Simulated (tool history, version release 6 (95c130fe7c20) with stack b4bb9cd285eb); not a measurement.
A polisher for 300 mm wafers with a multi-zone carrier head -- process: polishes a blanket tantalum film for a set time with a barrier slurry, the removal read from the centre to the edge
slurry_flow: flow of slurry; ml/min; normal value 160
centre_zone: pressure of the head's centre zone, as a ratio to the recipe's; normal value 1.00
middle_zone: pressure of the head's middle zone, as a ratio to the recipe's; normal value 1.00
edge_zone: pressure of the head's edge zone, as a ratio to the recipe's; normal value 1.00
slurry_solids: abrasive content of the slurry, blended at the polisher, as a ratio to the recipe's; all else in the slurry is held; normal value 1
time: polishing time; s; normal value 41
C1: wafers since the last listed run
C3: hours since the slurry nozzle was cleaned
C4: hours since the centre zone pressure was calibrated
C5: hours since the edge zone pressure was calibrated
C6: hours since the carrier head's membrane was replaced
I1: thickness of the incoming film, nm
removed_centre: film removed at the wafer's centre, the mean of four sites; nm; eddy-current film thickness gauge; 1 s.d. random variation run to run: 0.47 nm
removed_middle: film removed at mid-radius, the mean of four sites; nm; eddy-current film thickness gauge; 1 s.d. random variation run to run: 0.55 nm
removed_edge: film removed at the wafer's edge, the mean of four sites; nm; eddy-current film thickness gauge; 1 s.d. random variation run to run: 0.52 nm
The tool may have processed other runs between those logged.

Run 1, day 0.000: usual settings but middle_zone 1.10; C1 0; wafers polished on this pad 638; C3 399.5; C4 55.1; C5 427.0; C6 723.9; I1 230.9. Result: removed_centre 71.5 nm, removed_middle 76.3 nm, removed_edge 72.2 nm.
Run 2, day 1.996: usual settings but middle_zone 1.10; C1 534; wafers polished on this pad 1172; C3 447.4; C4 103.0; C5 474.9; C6 771.8; I1 228.0. Result: removed_centre 72.0 nm, removed_middle 76.2 nm, removed_edge 72.1 nm.
At day 2.808: worn pad replaced by a new one.
Run 3, day 3.304: usual settings; C1 305; wafers polished on this pad 132; C3 478.8; C4 134.4; C5 506.3; C6 803.2; I1 232.9. Result: removed_centre 73.8 nm, removed_middle 72.9 nm, removed_edge 73.3 nm.
Run 4, day 4.408: usual settings; C1 295; wafers polished on this pad 428; C3 505.3; C4 160.9; C5 532.8; C6 829.7; I1 231.8. Result: removed_centre 71.7 nm, removed_middle 71.8 nm, removed_edge 73.1 nm.
At day 8.062: worn pad replaced by a new one.
At day 8.575: centre zone pressure recalibrated.
At day 9.696: edge zone pressure recalibrated.
Run 5, day 10.038: usual settings; C1 1418; wafers polished on this pad 484; C3 640.4; C4 35.1; C5 8.2; C6 964.8; I1 229.0. Result: removed_centre 72.3 nm, removed_middle 72.1 nm, removed_edge 72.7 nm.
Run 6, day 12.225: usual settings; C1 585; wafers polished on this pad 1070; C3 692.9; C4 87.6; C5 60.7; C6 1017.3; I1 232.0. Result: removed_centre 72.3 nm, removed_middle 71.7 nm, removed_edge 71.9 nm.
At day 13.592: worn pad replaced by a new one.
Run 7, day 13.917: usual settings but time 47 s; C1 408; wafers polished on this pad 87; C3 733.5; C4 128.2; C5 101.3; C6 1057.9; I1 230.0. Result: removed_centre 82.6 nm, removed_middle 82.0 nm, removed_edge 82.0 nm.
Run 8, day 15.392: usual settings; C1 395; wafers polished on this pad 482; C3 768.9; C4 163.6; C5 136.7; C6 1093.3; I1 227.5. Result: removed_centre 71.2 nm, removed_middle 71.4 nm, removed_edge 72.2 nm.
Run 9, day 17.167: usual settings but slurry_flow 215 ml/min, middle_zone 1.10; C1 475; wafers polished on this pad 957; C3 811.5; C4 206.2; C5 179.3; C6 1135.9; I1 228.7. Result: removed_centre 75.0 nm, removed_middle 78.7 nm, removed_edge 74.9 nm.
At day 17.596: slurry nozzle cleaned.
At day 17.621: carrier head's membrane replaced by a new one.
Run 10, day 18.212: usual settings; C1 262; wafers polished on this pad 1219; C3 14.8; C4 231.3; C5 204.4; C6 14.2; I1 230.1. Result: removed_centre 71.1 nm, removed_middle 70.9 nm, removed_edge 71.0 nm.
At day 19.188: worn pad replaced by a new one.
Run 11, day 20.821: usual settings but middle_zone 1.11, edge_zone 0.94; C1 653; wafers polished on this pad 437; C3 77.4; C4 293.9; C5 267.0; C6 76.8; I1 229.3. Result: removed_centre 72.5 nm, removed_middle 77.4 nm, removed_edge 71.2 nm.
At day 22.629: centre zone pressure recalibrated.
Run 12, day 23.442: usual settings but centre_zone 1.09, edge_zone 0.92; C1 679; wafers polished on this pad 1117; C3 140.3; C4 19.5; C5 329.9; C6 139.7; I1 230.6. Result: removed_centre 76.8 nm, removed_middle 71.8 nm, removed_edge 70.1 nm.

Estimate the outcome of run 13 from the log above:
At day 23.638: worn pad replaced by a new one.
Run 13, day 24.475: usual settings but slurry_flow 110 ml/min, edge_zone 0.92, time 52 s; C1 232; wafers polished on this pad 223; C3 165.1; C4 44.3; C5 354.7; C6 164.5; I1 227.7. Result: removed_centre ?, removed_middle ?, removed_edge ?.

removed_centre: 84.6 nm
removed_middle: 86.0 nm
removed_edge: 84.6 nm
Were there no unlogged condition in the tool, this run, its random variation unchanged, would have produced removed_centre 85.6 nm, removed_middle 87.0 nm, removed_edge 85.6 nm.

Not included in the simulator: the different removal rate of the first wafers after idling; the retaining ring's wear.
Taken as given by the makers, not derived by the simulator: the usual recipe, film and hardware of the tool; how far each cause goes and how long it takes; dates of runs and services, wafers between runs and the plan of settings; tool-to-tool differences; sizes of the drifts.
